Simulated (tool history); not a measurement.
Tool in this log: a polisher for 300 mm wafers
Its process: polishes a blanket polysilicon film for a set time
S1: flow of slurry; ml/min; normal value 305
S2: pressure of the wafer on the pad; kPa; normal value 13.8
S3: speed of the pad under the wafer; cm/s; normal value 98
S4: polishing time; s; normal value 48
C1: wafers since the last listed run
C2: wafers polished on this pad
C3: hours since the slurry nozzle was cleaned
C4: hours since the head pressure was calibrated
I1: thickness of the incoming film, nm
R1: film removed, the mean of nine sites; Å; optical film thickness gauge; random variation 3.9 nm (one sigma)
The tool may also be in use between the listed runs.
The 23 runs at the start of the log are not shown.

run    hour   S1    S2   S3  S4   C1    C2     C3     C4      I1    R1
 24  1895.4  230   9.7  108  65  977  1153  330.1  246.4  1741.6  2782
 25    1950  305  13.8   98  48  523  1677  384.7    301  1767.3  2543
 26  2007.1  230   9.7  108  65  547  2224  441.8  358.1  1764.9  2735
 27  2087.7  305  13.8   98  48  772  2997  522.4  438.7  1759.1  2538
     2128.8  -- slurry nozzle cleaned
 28    2142  305  13.8   98  48  511  3508   13.2    493  1792.8  2493
 29  2183.3  260  15.9  122  33  396  3904   54.5  534.3    1785  2397
 30  2219.7  305  13.8   98  48  349  4254   90.9  570.7  1792.7  2508
     2298.3  -- head pressure recalibrated
 31  2309.7  305  13.8   98  48  843  5097  180.9   11.4  1767.9  2381
     2392.8  -- worn pad replaced by a new one
 32  2393.3  255  15.9   98  55  763     4  264.5     95  1758.7  3420
 33  2493.3  305  15.2  128  48  958   963  364.5    195  1728.7  3722
 34  2577.4  305  13.8  132  43  806  1770  448.6  279.1  1758.9  3119
     2660.6  -- slurry nozzle cleaned
 35  2680.9  305  16.5  114  48  982  2753   20.3  382.6  1766.2  3565

Here are 5 independent what-if runs from the current tool condition. What would each one return?
  A  2681.3  305  13.8   98  48   3  2757  20.7  383  1794   ?
  B  2681.3  245  17.2  126  37   3  2757  20.7  383  1794   ?
  C  2681.3  305  13.8  110  48   3  2757  20.7  383  1794   ?
  D  2681.3  305  17.9   82  48   3  2757  20.7  383  1794   ?
  E  2681.3  305  13.8   98  60   3  2757  20.7  383  1794   ?

run    R1
  A  2577
  B  3042
  C  2893
  D  2714
  E  3221
With the hidden condition removed and each run's random variation left untouched, the same runs would have given:
run    R1
  A  2591
  B  3059
  C  2909
  D  2729
  E  3239
